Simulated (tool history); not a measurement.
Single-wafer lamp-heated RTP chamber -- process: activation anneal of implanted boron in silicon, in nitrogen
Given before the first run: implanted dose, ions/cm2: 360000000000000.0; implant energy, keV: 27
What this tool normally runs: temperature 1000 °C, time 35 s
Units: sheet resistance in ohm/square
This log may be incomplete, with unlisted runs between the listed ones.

| run | hour | temperature | time | wafers since the last listed run | wafers since the last pyrometer calibration | wafers since the reflector plate was cleaned | hours since the gauge calibration | read-back reference wafer on the same gauge, sheet resistance | sheet resistance |
|---|---|---|---|---|---|---|---|---|---|
| 1 | 0 | 1000 | 35 | 0 | 337 | 1166 | 216.4 | 333.7 | 278.97 |
| 2 | 54.3 | 1000 | 35 | 519 | 857 | 1686 | 270.7 | 332.94 | 277.05 |
| 3 | 121.6 | 1000 | 35 | 644 | 1501 | 2330 | 338 | 332.63 | 273.86 |
| 4 | 158.7 | 1000 | 35 | 355 | 1857 | 2686 | 375.1 | 332.31 | 275.06 |
| 5 | 219.8 | 1000 | 35 | 585 | 2442 | 3271 | 436.2 | 331.32 | 277.3 |
| 6 | 257.7 | 1000 | 35 | 362 | 2805 | 3634 | 474.1 | 330.87 | 275.95 |
| 7 | 303.4 | 1000 | 35 | 437 | 3242 | 4071 | 519.8 | 330.26 | 274.32 |
|  | 314.7 | pyrometer window cleaned and pyrometer calibrated |
| 8 | 355.1 | 1000 | 35 | 418 | 387 | 4490 | 571.5 | 329.84 | 273.68 |
| 9 | 399.1 | 1018 | 35 | 421 | 808 | 4911 | 615.5 | 329.49 | 270.4 |
| 10 | 447.8 | 1000 | 35 | 466 | 1274 | 5378 | 664.2 | 327.55 | 272.15 |
| 11 | 509.8 | 1015 | 26 | 593 | 1868 | 5971 | 726.2 | 326.83 | 268.97 |
|  | 540 | reflector plate cleaned |
| 12 | 578.8 | 1000 | 35 | 584 | 2452 | 371 | 795.2 | 325.29 | 269.69 |
|  | 587.5 | gauge calibrated |
|  | 628.5 | pyrometer window cleaned and pyrometer calibrated |
| 13 | 641.6 | 982 | 35 | 524 | 125 | 896 | 54.1 | 334.8 | 289.95 |
| 14 | 690.5 | 992 | 22 | 468 | 593 | 1364 | 103 | 334.64 | 288.8 |
| 15 | 836.7 | 1000 | 35 | 1400 | 1993 | 2764 | 249.2 | 334.77 | 279.59 |
| 16 | 897.7 | 1000 | 35 | 584 | 2577 | 3349 | 310.2 | 333.43 | 277.5 |
| 17 | 955.1 | 983 | 26 | 549 | 3127 | 3898 | 367.6 | 332.83 | 287.23 |

Subtracting, for every run, the result it would have given without the tool's unlogged condition from the measured result gives the following. The same run-to-run variation enters both numbers; the gauge's scatter may not:
The hidden state here: true wafer temperature minus pyrometer reading, K; wafer temperature error from the tarnished reflector plate, K; gauge reads high (%).
| run | sheet resistance |
|---|---|
| 1 | -1.33 |
| 2 | -1.62 |
| 3 | -2.07 |
| 4 | -2.38 |
| 5 | -2.98 |
| 6 | -3.35 |
| 7 | -3.86 |
| 8 | -4.5 |
| 9 | -5.04 |
| 10 | -5.8 |
| 11 | -6.72 |
| 12 | -7.97 |
| 13 | +0.12 |
| 14 | +0.03 |
| 15 | -0.56 |
| 16 | -0.94 |
| 17 | -1.44 |

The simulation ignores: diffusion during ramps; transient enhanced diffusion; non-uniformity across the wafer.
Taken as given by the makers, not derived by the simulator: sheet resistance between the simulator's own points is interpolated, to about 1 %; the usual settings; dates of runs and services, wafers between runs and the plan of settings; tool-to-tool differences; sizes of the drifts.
